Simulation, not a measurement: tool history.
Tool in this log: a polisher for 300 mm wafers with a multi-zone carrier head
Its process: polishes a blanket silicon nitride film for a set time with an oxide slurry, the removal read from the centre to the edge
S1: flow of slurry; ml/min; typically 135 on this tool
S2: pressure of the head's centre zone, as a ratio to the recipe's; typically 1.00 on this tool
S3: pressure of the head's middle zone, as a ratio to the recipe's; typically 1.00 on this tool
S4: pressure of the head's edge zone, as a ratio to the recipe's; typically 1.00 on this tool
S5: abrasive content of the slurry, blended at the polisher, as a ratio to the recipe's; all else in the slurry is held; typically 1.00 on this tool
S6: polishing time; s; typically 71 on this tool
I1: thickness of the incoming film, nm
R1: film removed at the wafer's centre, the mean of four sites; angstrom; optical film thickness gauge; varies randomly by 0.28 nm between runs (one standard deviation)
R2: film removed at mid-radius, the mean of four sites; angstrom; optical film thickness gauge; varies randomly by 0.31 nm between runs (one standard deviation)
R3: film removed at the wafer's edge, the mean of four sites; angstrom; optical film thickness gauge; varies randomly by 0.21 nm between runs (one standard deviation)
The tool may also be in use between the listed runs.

run 1 hour=0.0 | S1=135 S2=1.00 S3=1.00 S4=1.04 S5=1.00 S6=71 | I1=242.5 | R1=266 R2=281 R3=295
run 2 hour=16.3 | S1=135 S2=1.00 S3=1.00 S4=0.95 S5=1.00 S6=71 | I1=239.0 | R1=270 R2=280 R3=282
run 3 hour=26.3 | S1=135 S2=1.00 S3=1.00 S4=1.00 S5=0.90 S6=66 | I1=238.9 | R1=243 R2=249 R3=258
-- hour=34.6 edge zone pressure recalibrated
run 4 hour=38.8 | S1=150 S2=1.00 S3=1.00 S4=1.10 S5=1.00 S6=71 | I1=241.2 | R1=277 R2=287 R3=311
run 5 hour=53.7 | S1=170 S2=1.00 S3=1.00 S4=1.00 S5=1.00 S6=57 | I1=239.6 | R1=222 R2=240 R3=240
run 6 hour=67.3 | S1=155 S2=1.06 S3=0.90 S4=1.00 S5=0.80 S6=71 | I1=241.5 | R1=274 R2=247 R3=274
-- hour=73.6 centre zone pressure recalibrated
run 7 hour=76.6 | S1=135 S2=1.00 S3=1.00 S4=1.00 S5=1.00 S6=65 | I1=235.1 | R1=225 R2=257 R3=267
run 8 hour=85.6 | S1=135 S2=1.00 S3=1.00 S4=0.92 S5=0.80 S6=71 | I1=240.9 | R1=226 R2=259 R3=261
run 9 hour=119.7 | S1=135 S2=1.00 S3=0.91 S4=0.89 S5=1.00 S6=71 | I1=237.9 | R1=244 R2=260 R3=276
-- hour=123.8 worn pad replaced by a new one
-- hour=129.2 centre zone pressure recalibrated, repeated, since the last time left the tool worse
run 10 hour=133.0 | S1=135 S2=1.00 S3=1.00 S4=1.00 S5=1.00 S6=71 | I1=238.4 | R1=291 R2=279 R3=290
-- hour=143.6 carrier head's membrane replaced by a new one
-- hour=144.9 slurry nozzle cleaned
run 11 hour=145.4 | S1=135 S2=1.00 S3=1.00 S4=0.96 S5=1.00 S6=54 | I1=235.9 | R1=217 R2=213 R3=215
run 12 hour=150.1 | S1=135 S2=1.00 S3=1.00 S4=1.00 S5=1.00 S6=71 | I1=238.3 | R1=286 R2=285 R3=289
run 13 hour=167.1 | S1=135 S2=1.00 S3=1.00 S4=1.00 S5=1.00 S6=71 | I1=239.5 | R1=290 R2=276 R3=291
run 14 hour=174.7 | S1=135 S2=1.00 S3=0.91 S4=1.00 S5=1.10 S6=71 | I1=237.8 | R1=299 R2=271 R3=299
run 15 hour=183.6 | S1=135 S2=1.00 S3=1.00 S4=1.00 S5=1.00 S6=71 | I1=237.7 | R1=288 R2=281 R3=290
run 16 hour=200.2 | S1=135 S2=1.00 S3=1.00 S4=1.00 S5=0.85 S6=71 | I1=239.0 | R1=271 R2=259 R3=275
run 17 hour=246.6 | S1=120 S2=1.00 S3=1.00 S4=1.00 S5=1.00 S6=71 | I1=241.8 | R1=278 R2=268 R3=285
run 18 hour=257.8 | S1=175 S2=1.04 S3=0.89 S4=1.00 S5=1.00 S6=71 | I1=244.0 | R1=313 R2=270 R3=302
run 19 hour=265.9 | S1=135 S2=1.00 S3=1.00 S4=1.00 S5=1.25 S6=71 | I1=243.1 | R1=306 R2=303 R3=308
-- hour=274.0 worn pad replaced by a new one
run 20 hour=274.5 | S1=135 S2=1.00 S3=0.92 S4=1.05 S5=1.00 S6=94 | I1=238.0 | R1=384 R2=352 R3=398
run 21 hour=290.4 | S1=135 S2=1.00 S3=0.95 S4=1.00 S5=1.20 S6=71 | I1=240.0 | R1=296 R2=282 R3=312

Each run again, without the hidden state but with its own random variation kept:
Hidden conditions of the tool in this case: removal rate lost through wear of the pad, %; slurry flow missing at the pad, %; deviation of the centre zone's pressure from its setpoint, %; deviation of the edge zone's pressure from its setpoint, %.
run=1 R1=284
run=2 R1=289
run=3 R1=261
run=4 R1=297
run=5 R1=238
run=6 R1=294
run=7 R1=263
run=8 R1=265
run=9 R1=287
run=10 R1=290
run=11 R1=217
run=12 R1=286
run=13 R1=290
run=14 R1=299
run=15 R1=288
run=16 R1=271
run=17 R1=280
run=18 R1=315
run=19 R1=308
run=20 R1=386
run=21 R1=298
R2 without the hidden state equals the measured value, run for run.
R3 without the hidden state equals the measured value, run for run.

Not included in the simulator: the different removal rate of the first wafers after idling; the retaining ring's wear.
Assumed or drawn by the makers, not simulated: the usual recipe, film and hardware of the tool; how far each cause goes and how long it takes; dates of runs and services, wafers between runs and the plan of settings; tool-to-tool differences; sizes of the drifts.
